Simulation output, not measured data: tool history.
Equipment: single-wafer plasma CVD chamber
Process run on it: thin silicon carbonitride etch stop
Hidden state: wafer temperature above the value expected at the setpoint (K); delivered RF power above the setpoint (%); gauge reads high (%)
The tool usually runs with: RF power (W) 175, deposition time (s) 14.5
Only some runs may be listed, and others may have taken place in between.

run,hour,RF power (W),deposition time (s),wafers since the last listed run,hours since the last thermocouple change,hours since the last RF generator calibration,hours since the showerhead was replaced,hours since the gauge calibration,"read-back reference wafer on the same gauge, thickness_nm",mean film thickness on the monitor wafer (angstrom)
1,0.0,175,14.5,0,1276.9,462.9,7854.3,831.3,9.642,81.08
2,34.7,175,14.5,1005,1311.6,497.6,7889.0,866.0,9.636,81.13
3,49.7,190,14.5,434,1326.6,512.6,7904.0,881.0,9.640,83.08
4,72.0,175,14.5,646,1348.9,534.9,7926.3,903.3,9.641,80.98
5,107.6,175,14.5,1031,1384.5,570.5,7961.9,938.9,9.637,81.31
6,123.9,175,14.5,472,1400.8,586.8,7978.2,955.2,9.640,81.01
7,143.2,175,14.5,559,1420.1,606.1,7997.5,974.5,9.646,80.97
8,158.9,175,14.5,454,1435.8,621.8,8013.2,990.2,9.638,80.90
# hour 176.6: gauge calibrated
9,190.0,175,14.5,901,1466.9,652.9,8044.3,13.4,9.641,80.89
# hour 215.0: showerhead replaced
10,215.5,175,12.8,507,1492.4,678.4,0.5,38.9,9.636,71.50
11,240.4,175,14.5,721,1517.3,703.3,25.4,63.8,9.643,80.98
12,270.4,175,14.5,869,1547.3,733.3,55.4,93.8,9.644,81.01
13,299.7,175,14.5,849,1576.6,762.6,84.7,123.1,9.643,80.95
14,329.7,195,11.8,869,1606.6,792.6,114.7,153.1,9.640,68.07
# hour 355.3: thermocouple changed; heater temperature recalibrated
15,355.8,155,16.8,524,0.5,818.7,140.8,179.2,9.640,90.46
16,367.9,175,14.5,350,12.6,830.8,152.9,191.3,9.638,80.92
17,389.9,175,13.4,637,34.6,852.8,174.9,213.3,9.638,74.77
18,411.8,195,16.6,634,56.5,874.7,196.8,235.2,9.638,95.74
19,442.5,175,14.5,889,87.2,905.4,227.5,265.9,9.643,80.83
# hour 460.9: RF generator calibrated
20,462.8,165,16.6,356,107.5,1.9,247.8,286.2,9.643,92.10
21,488.6,175,14.5,747,133.3,27.7,273.6,312.0,9.641,81.90
22,520.8,160,11.6,933,165.5,59.9,305.8,344.2,9.645,63.75
23,533.8,165,15.4,376,178.5,72.9,318.8,357.2,9.636,85.10
24,569.2,140,15.6,1025,213.9,108.3,354.2,392.6,9.640,82.06
25,598.7,175,14.5,854,243.4,137.8,383.7,422.1,9.643,81.71
26,634.2,175,14.5,1028,278.9,173.3,419.2,457.6,9.641,81.66
27,656.7,155,12.2,651,301.4,195.8,441.7,480.1,9.639,66.22
28,669.6,145,15.4,373,314.3,208.7,454.6,493.0,9.640,81.90
29,702.8,140,12.9,962,347.5,241.9,487.8,526.2,9.643,67.76
30,715.5,150,14.5,367,360.2,254.6,500.5,538.9,9.642,77.69
31,730.4,145,16.2,431,375.1,269.5,515.4,553.8,9.639,86.15
32,772.9,195,12.1,1231,417.6,312.0,557.9,596.3,9.647,70.28
33,796.9,205,15.6,695,441.6,336.0,581.9,620.3,9.637,91.74
34,818.5,145,13.4,625,463.2,357.6,603.5,641.9,9.636,70.99
35,841.1,185,14.5,654,485.8,380.2,626.1,664.5,9.641,82.74
36,919.2,150,15.5,2263,563.9,458.3,704.2,742.6,9.641,82.66
37,954.0,190,16.8,1008,598.7,493.1,739.0,777.4,9.644,96.30

Below are 3 alternative next runs, each starting from the tool's condition after run 37. Predict each:
A,954.4,175,14.5,11,599.1,493.5,739.4,777.8,?,?
B,954.4,205,12.9,11,599.1,493.5,739.4,777.8,?,?
C,954.4,155,11.9,11,599.1,493.5,739.4,777.8,?,?

run,"read-back reference wafer on the same gauge, thickness_nm",mean film thickness on the monitor wafer (angstrom)
A,9.638,81.40
B,9.638,75.95
C,9.638,64.41
With the hidden condition removed and each run's random variation left untouched, the same runs would have given:
run,mean film thickness on the monitor wafer (angstrom)
A,82.18
B,76.67
C,65.02
